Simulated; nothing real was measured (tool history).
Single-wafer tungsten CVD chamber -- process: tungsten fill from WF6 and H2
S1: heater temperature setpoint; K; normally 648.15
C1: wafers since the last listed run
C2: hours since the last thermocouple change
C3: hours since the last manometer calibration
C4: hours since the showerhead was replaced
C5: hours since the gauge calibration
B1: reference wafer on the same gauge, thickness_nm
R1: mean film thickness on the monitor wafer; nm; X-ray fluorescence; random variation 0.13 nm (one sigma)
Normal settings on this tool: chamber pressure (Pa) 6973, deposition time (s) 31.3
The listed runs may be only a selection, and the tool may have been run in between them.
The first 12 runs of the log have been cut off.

run 13 hour=253.8 | S1=648.15 chamber_pressure_(Pa)=8173 deposition_time_(s)=31.3 | C1=522 C2=30.8 C3=2433.4 C4=2780.2 C5=584.6 | B1=77.798 | R1=77.838
run 14 hour=269.9 | S1=648.15 chamber_pressure_(Pa)=8173 deposition_time_(s)=31.3 | C1=355 C2=46.9 C3=2449.5 C4=2796.3 C5=600.7 | B1=77.809 | R1=78.142
run 15 hour=303.5 | S1=638.15 chamber_pressure_(Pa)=6973 deposition_time_(s)=31.3 | C1=740 C2=80.5 C3=2483.1 C4=2829.9 C5=634.3 | B1=77.805 | R1=60.86
run 16 hour=321.5 | S1=648.15 chamber_pressure_(Pa)=8173 deposition_time_(s)=31.3 | C1=396 C2=98.5 C3=2501.1 C4=2847.9 C5=652.3 | B1=77.821 | R1=78.493
run 17 hour=336.8 | S1=636.15 chamber_pressure_(Pa)=6973 deposition_time_(s)=31.3 | C1=337 C2=113.8 C3=2516.4 C4=2863.2 C5=667.6 | B1=77.791 | R1=58.737
run 18 hour=351 | S1=638.15 chamber_pressure_(Pa)=8213 deposition_time_(s)=26.8 | C1=313 C2=128 C3=2530.6 C4=2877.4 C5=681.8 | B1=77.788 | R1=56.212
run 19 hour=380.8 | S1=659.15 chamber_pressure_(Pa)=7893 deposition_time_(s)=36.9 | C1=657 C2=157.8 C3=2560.4 C4=2907.2 C5=711.6 | B1=77.808 | R1=111.333
run 20 hour=403.3 | S1=659.15 chamber_pressure_(Pa)=6093 deposition_time_(s)=25.8 | C1=496 C2=180.3 C3=2582.9 C4=2929.7 C5=734.1 | B1=77.818 | R1=69.587
-- hour=420.3 showerhead replaced
run 21 hour=438.9 | S1=648.15 chamber_pressure_(Pa)=6973 deposition_time_(s)=31.3 | C1=608 C2=215.9 C3=2618.5 C4=18.6 C5=769.7 | B1=77.79 | R1=73.936
-- hour=439.4 gauge calibrated
run 22 hour=458.7 | S1=648.15 chamber_pressure_(Pa)=6973 deposition_time_(s)=31.3 | C1=436 C2=235.7 C3=2638.3 C4=38.4 C5=19.3 | B1=77.792 | R1=73.853
-- hour=471.4 capacitance manometer re-zeroed and calibrated
run 23 hour=481.4 | S1=648.15 chamber_pressure_(Pa)=7746 deposition_time_(s)=31.3 | C1=324 C2=258.4 C3=10 C4=61.1 C5=42 | B1=77.782 | R1=75.382
run 24 hour=511 | S1=658.15 chamber_pressure_(Pa)=5880 deposition_time_(s)=37.1 | C1=652 C2=288 C3=39.6 C4=90.7 C5=71.6 | B1=77.8 | R1=94.363
run 25 hour=531.3 | S1=648.15 chamber_pressure_(Pa)=6973 deposition_time_(s)=31.3 | C1=447 C2=308.3 C3=59.9 C4=111 C5=91.9 | B1=77.796 | R1=72.233
run 26 hour=548.8 | S1=648.15 chamber_pressure_(Pa)=6973 deposition_time_(s)=36.8 | C1=385 C2=325.8 C3=77.4 C4=128.5 C5=109.4 | B1=77.807 | R1=84.868
run 27 hour=581.7 | S1=663.15 chamber_pressure_(Pa)=7453 deposition_time_(s)=26.9 | C1=725 C2=358.7 C3=110.3 C4=161.4 C5=142.3 | B1=77.793 | R1=83.453
run 28 hour=605.2 | S1=648.15 chamber_pressure_(Pa)=6159 deposition_time_(s)=31.3 | C1=518 C2=382.2 C3=133.8 C4=184.9 C5=165.8 | B1=77.814 | R1=68.341
run 29 hour=632.2 | S1=648.15 chamber_pressure_(Pa)=6973 deposition_time_(s)=34 | C1=595 C2=409.2 C3=160.8 C4=211.9 C5=192.8 | B1=77.796 | R1=79.072
run 30 hour=647.7 | S1=648.15 chamber_pressure_(Pa)=6973 deposition_time_(s)=31.3 | C1=341 C2=424.7 C3=176.3 C4=227.4 C5=208.3 | B1=77.803 | R1=72.822
run 31 hour=665.2 | S1=642.15 chamber_pressure_(Pa)=5453 deposition_time_(s)=31.3 | C1=385 C2=442.2 C3=193.8 C4=244.9 C5=225.8 | B1=77.806 | R1=58.252

5 options for the next run, each taken on its own from the tool as it stands now. Forecast them:
run A hour=665.6 | S1=648.15 chamber_pressure_(Pa)=8453 deposition_time_(s)=31.3 | C1=8 C2=442.6 C3=194.2 C4=245.3 C5=226.2 | B1=? | R1=?
run B hour=665.6 | S1=648.15 chamber_pressure_(Pa)=8533 deposition_time_(s)=31.3 | C1=8 C2=442.6 C3=194.2 C4=245.3 C5=226.2 | B1=? | R1=?
run C hour=665.6 | S1=655.15 chamber_pressure_(Pa)=8399 deposition_time_(s)=26 | C1=8 C2=442.6 C3=194.2 C4=245.3 C5=226.2 | B1=? | R1=?
run D hour=665.6 | S1=657.15 chamber_pressure_(Pa)=8373 deposition_time_(s)=26.5 | C1=8 C2=442.6 C3=194.2 C4=245.3 C5=226.2 | B1=? | R1=?
run E hour=665.6 | S1=644.15 chamber_pressure_(Pa)=8199 deposition_time_(s)=36.3 | C1=8 C2=442.6 C3=194.2 C4=245.3 C5=226.2 | B1=? | R1=?

run=A B1=77.783 R1=79.261
run=B B1=77.783 R1=79.583
run=C B1=77.783 R1=74.352
run=D B1=77.783 R1=78.384
run=E B1=77.783 R1=84.384
Without the tool's hidden state the same runs would have given:
run=A R1=75.93
run=B R1=76.238
run=C R1=71.304
run=D R1=75.181
run=E R1=80.783
